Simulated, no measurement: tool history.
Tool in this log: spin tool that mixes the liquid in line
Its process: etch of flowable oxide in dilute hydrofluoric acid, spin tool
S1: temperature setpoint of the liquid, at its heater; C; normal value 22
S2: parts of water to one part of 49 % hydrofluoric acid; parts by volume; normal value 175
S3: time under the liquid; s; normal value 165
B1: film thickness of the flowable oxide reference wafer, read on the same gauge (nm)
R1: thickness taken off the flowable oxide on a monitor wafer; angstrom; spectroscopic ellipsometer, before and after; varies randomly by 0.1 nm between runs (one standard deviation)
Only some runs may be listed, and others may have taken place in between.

run    hour    S1   S2   S3      B1     R1
  1       0    22  175  165     120    258
  2    99.7    22  175  165  120.01  258.4
  3   205.3    22  175  165  120.03  258.4
  4     264  20.5  175  165  119.99    244
  5   362.6  20.5  175  165  120.01  244.9
  6   451.7    22  175  165  119.96  260.3
      492.2  -- hydrofluoric acid flow meter replaced
  7   504.9    22  175  165  120.03  260.4
  8     573    22  175  165  119.99  260.5
  9     652    22  175  165  120.02  261.2
 10   957.5    22  175  165  119.98  261.6
      967.8  -- hydrofluoric acid flow meter replaced
 11  1025.8    22  175  165  120.02  263.4
 12  1116.1    22  175  220  119.98  352.4
 13  1163.9    22  175  105  119.97    168
     1184.2  -- thermometer replaced
 14  1209.3    25  175  165  120.01  287.8
 15  1316.8    22  150  165  119.99  308.3
 16  1360.7    19  125  165  119.98  338.8
     1459.1  -- hydrofluoric acid flow meter replaced
 17  1466.1    22  210  135  119.96  169.9

Run 18 is up next; what results do you expect?
     1661.8  -- gauge calibrated
 18  1772.2  20  205  225   ?   ?

B1: 120.01
R1: 272.9 angstrom
The same run, on a tool lacking any hidden state, would have yielded R1 269.9 angstrom.
